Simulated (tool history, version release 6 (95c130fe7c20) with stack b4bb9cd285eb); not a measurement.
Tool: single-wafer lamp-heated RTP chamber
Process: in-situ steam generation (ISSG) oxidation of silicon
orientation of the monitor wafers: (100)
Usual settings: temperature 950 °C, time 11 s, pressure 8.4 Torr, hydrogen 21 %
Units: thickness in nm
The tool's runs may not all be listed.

run	day	temperature	time	pressure	hydrogen	read-back reference wafer on the same gauge, thickness	thickness
1	0.000	950	11	8.4	21	2.908	3.408
2	1.675	950	11	8.4	21	2.909	3.410
3	4.200	950	14	8.4	21	2.910	3.735
4	5.404	950	14	8.4	21	2.911	3.726
5	8.183	950	14	8.4	21	2.909	3.749
6	9.854	950	11	8.9	21	2.909	3.398
7	11.546	950	11	8.9	21	2.911	3.399
8	14.221	950	11	8.4	21	2.911	3.432
# day 15.267: hydrogen flow controller replaced
9	16.342	950	11	8.4	21	2.909	3.406
10	17.992	950	11	8.4	26	2.911	3.589
11	20.483	950	11	8.4	26	2.910	3.612
12	23.150	950	10	8.4	21	2.910	3.295
13	24.533	950	10	8.4	21	2.909	3.306
14	25.638	950	10	8.4	21	2.911	3.309
15	27.283	950	11	8.4	27	2.908	3.657
# day 28.979: pyrometer window cleaned and pyrometer calibrated
16	29.800	934	11	8.4	21	2.911	3.260
17	30.825	950	11	9.3	14	2.911	3.050
18	33.004	933	13	8.4	31	2.911	3.828
# day 33.383: gauge calibrated
19	34.488	940	11	8.4	17	2.910	3.135
20	36.008	950	11	8.4	21	2.910	3.379

Forecast run 21:
# day 38.775: pressure gauge zeroed
21	38.796	950	13	9.8	21	?	?

{"run 21": {"read-back reference wafer on the same gauge, thickness": 2.91, "thickness": 3.533}}
Without the tool's hidden state the same run would have given thickness 3.524 nm.

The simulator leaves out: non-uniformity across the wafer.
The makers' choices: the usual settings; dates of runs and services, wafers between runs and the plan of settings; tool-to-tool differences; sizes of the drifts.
